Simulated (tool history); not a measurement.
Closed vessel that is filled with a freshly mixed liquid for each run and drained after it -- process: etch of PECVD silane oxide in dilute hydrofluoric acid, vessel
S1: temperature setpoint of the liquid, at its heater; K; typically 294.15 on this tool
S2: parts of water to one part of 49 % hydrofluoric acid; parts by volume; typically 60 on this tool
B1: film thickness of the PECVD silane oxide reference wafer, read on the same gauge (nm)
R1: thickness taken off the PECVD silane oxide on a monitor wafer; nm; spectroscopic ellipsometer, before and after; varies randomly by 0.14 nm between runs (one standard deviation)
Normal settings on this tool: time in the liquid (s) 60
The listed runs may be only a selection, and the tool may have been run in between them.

Run 1, hour 0.0: usual settings but time in the liquid (s) 35; B1 40.02. Result: R1 23.98 nm.
Run 2, hour 69.7: usual settings but time in the liquid (s) 35; B1 40.03. Result: R1 23.95 nm.
Run 3, hour 126.4: usual settings but time in the liquid (s) 35; B1 40.04. Result: R1 23.89 nm.
Run 4, hour 190.2: usual settings but time in the liquid (s) 50; B1 40.03. Result: R1 34.30 nm.
Run 5, hour 225.8: usual settings but time in the liquid (s) 50; B1 39.97. Result: R1 34.23 nm.
Run 6, hour 254.5: usual settings but time in the liquid (s) 50; B1 39.99. Result: R1 34.33 nm.
At hour 268.6: gauge calibrated.
Run 7, hour 291.5: usual settings but S2 45 parts by volume; B1 39.96. Result: R1 55.23 nm.
At hour 318.5: thermometer replaced.
Run 8, hour 323.0: usual settings but S2 45 parts by volume; B1 39.99. Result: R1 55.75 nm.
Run 9, hour 361.3: usual settings but S1 291.65 K, S2 45 parts by volume, time in the liquid (s) 75; B1 40.02. Result: R1 62.76 nm.
Run 10, hour 400.5: usual settings but S1 290.15 K, S2 45 parts by volume; B1 39.96. Result: R1 47.02 nm.
At hour 422.4: hydrofluoric acid flow meter replaced.
Run 11, hour 433.0: usual settings but S1 298.15 K, S2 75 parts by volume, time in the liquid (s) 80; B1 40.04. Result: R1 50.26 nm.
Run 12, hour 486.0: usual settings; B1 40.00. Result: R1 41.14 nm.
Run 13, hour 550.5: usual settings but S1 290.15 K, S2 40 parts by volume, time in the liquid (s) 80; B1 39.95. Result: R1 70.88 nm.
Run 14, hour 613.0: usual settings but time in the liquid (s) 90; B1 40.02. Result: R1 61.33 nm.
At hour 630.7: gauge calibrated.
Run 15, hour 668.1: usual settings; B1 39.95. Result: R1 40.85 nm.
Run 16, hour 813.2: usual settings but S1 298.15 K, S2 75 parts by volume, time in the liquid (s) 90; B1 39.98. Result: R1 57.02 nm.

What if the next run were any one of these 3? Each begins from the tool's condition after run 16:
Run A, hour 813.9: usual settings but S1 290.15 K; B1 ?. Result: R1 ?.
Run B, hour 813.9: usual settings but S1 296.65 K; B1 ?. Result: R1 ?.
Run C, hour 813.9: usual settings but S2 90 parts by volume; B1 ?. Result: R1 ?.

run     B1     R1
  A  39.99  34.46
  B  39.99  45.31
  C  39.99  26.28
Without the tool's hidden state the same runs would have given:
run     R1
  A  34.46
  B  45.31
  C  26.28
